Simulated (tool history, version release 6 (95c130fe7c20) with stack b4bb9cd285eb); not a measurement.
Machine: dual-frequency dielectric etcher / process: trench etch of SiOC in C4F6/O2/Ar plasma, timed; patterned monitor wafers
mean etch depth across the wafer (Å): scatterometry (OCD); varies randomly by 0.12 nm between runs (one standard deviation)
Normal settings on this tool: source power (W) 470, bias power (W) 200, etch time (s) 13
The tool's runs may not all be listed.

run	hour	source power (W)	bias power (W)	etch time (s)	read-back reference wafer on the same gauge, depth_nm	mean etch depth across the wafer (Å)
1	0	470	200	13	35.3	308
2	64.7	470	200	13	35.3	308.9
3	134.7	540	200	13	35.28	324.6
4	242.2	470	200	13	35.29	306.2
5	282.1	470	200	13	35.29	306.1
# hour 306: gauge calibrated
6	370.8	470	200	13	35.3	308.7
7	433.1	470	200	13	35.32	308.3
# hour 507.3: wet clean of the chamber
8	507.8	470	180	13	35.31	297.6
9	558.2	470	180	13	35.28	296.3
10	613.5	470	200	13	35.29	308.1
# hour 640.3: upper electrode replaced
11	686.3	380	184	15.5	35.3	335.1
# hour 777.3: bias power generator calibrated
12	787.3	470	200	13	35.32	318.7
13	924.4	540	152	16	35.29	377.4
14	983.5	570	177	13	35.29	324.4
15	1029.9	360	200	10.5	35.3	235.7
16	1088.2	470	243	15.5	35.32	404.3
# hour 1164.9: wet clean of the chamber
17	1175.8	550	200	9.5	35.27	244.8
18	1227.9	470	200	13	35.33	317.3
# hour 1290.6: bias power generator calibrated, repeated, since the last time left the tool worse
19	1291.1	360	200	13	35.32	288.4
# hour 1339.6: source power generator calibrated
20	1358.1	520	177	10.5	35.29	250.2
21	1510	470	200	13	35.3	309.1
22	1604.3	470	168	13	35.28	295.3

For run 23, what comes out?
# hour 1699.6: wet clean of the chamber
23	1702.6	470	158	13	?	?

read-back reference wafer on the same gauge, depth_nm: 35.31
mean etch depth across the wafer (Å): 289.4
Were there no unlogged condition in the tool, this run, its random variation unchanged, would have produced mean etch depth across the wafer (Å) 290.5.
